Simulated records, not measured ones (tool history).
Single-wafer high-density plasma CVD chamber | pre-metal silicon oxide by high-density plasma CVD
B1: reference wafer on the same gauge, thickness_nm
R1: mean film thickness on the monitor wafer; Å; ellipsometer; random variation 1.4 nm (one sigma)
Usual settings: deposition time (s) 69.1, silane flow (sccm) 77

run 1 hour=0 | deposition_time_(s)=58.9 silane_flow_(sccm)=77 | B1=490.707 | R1=4173.5
run 2 hour=56.5 | deposition_time_(s)=75.5 silane_flow_(sccm)=88 | B1=490.886 | R1=5882.57
run 3 hour=147.8 | deposition_time_(s)=69.1 silane_flow_(sccm)=77 | B1=491.063 | R1=4888.01
run 4 hour=198.9 | deposition_time_(s)=69.1 silane_flow_(sccm)=77 | B1=490.845 | R1=4896.12
run 5 hour=258 | deposition_time_(s)=73.8 silane_flow_(sccm)=77 | B1=490.762 | R1=5189.73
run 6 hour=365.8 | deposition_time_(s)=69.1 silane_flow_(sccm)=77 | B1=491.038 | R1=4846.82
run 7 hour=434.6 | deposition_time_(s)=69.1 silane_flow_(sccm)=77 | B1=490.776 | R1=4856.36
run 8 hour=497.9 | deposition_time_(s)=69.1 silane_flow_(sccm)=77 | B1=491.129 | R1=4840.2
run 9 hour=542.1 | deposition_time_(s)=69.1 silane_flow_(sccm)=77 | B1=491.201 | R1=4836.9
run 10 hour=617.3 | deposition_time_(s)=69.1 silane_flow_(sccm)=77 | B1=491.159 | R1=4832.99
-- hour=666 gauge calibrated
run 11 hour=693.4 | deposition_time_(s)=69.1 silane_flow_(sccm)=77 | B1=490.854 | R1=4809.64

Run 12 comes next. What will it give?
run 12 hour=771.9 | deposition_time_(s)=61.2 silane_flow_(sccm)=66 | B1=? | R1=?

{"run 12": {"B1": 491.32, "R1": 3804.69}}
Without the tool's hidden state the same run would have given R1 3918.95 Å.

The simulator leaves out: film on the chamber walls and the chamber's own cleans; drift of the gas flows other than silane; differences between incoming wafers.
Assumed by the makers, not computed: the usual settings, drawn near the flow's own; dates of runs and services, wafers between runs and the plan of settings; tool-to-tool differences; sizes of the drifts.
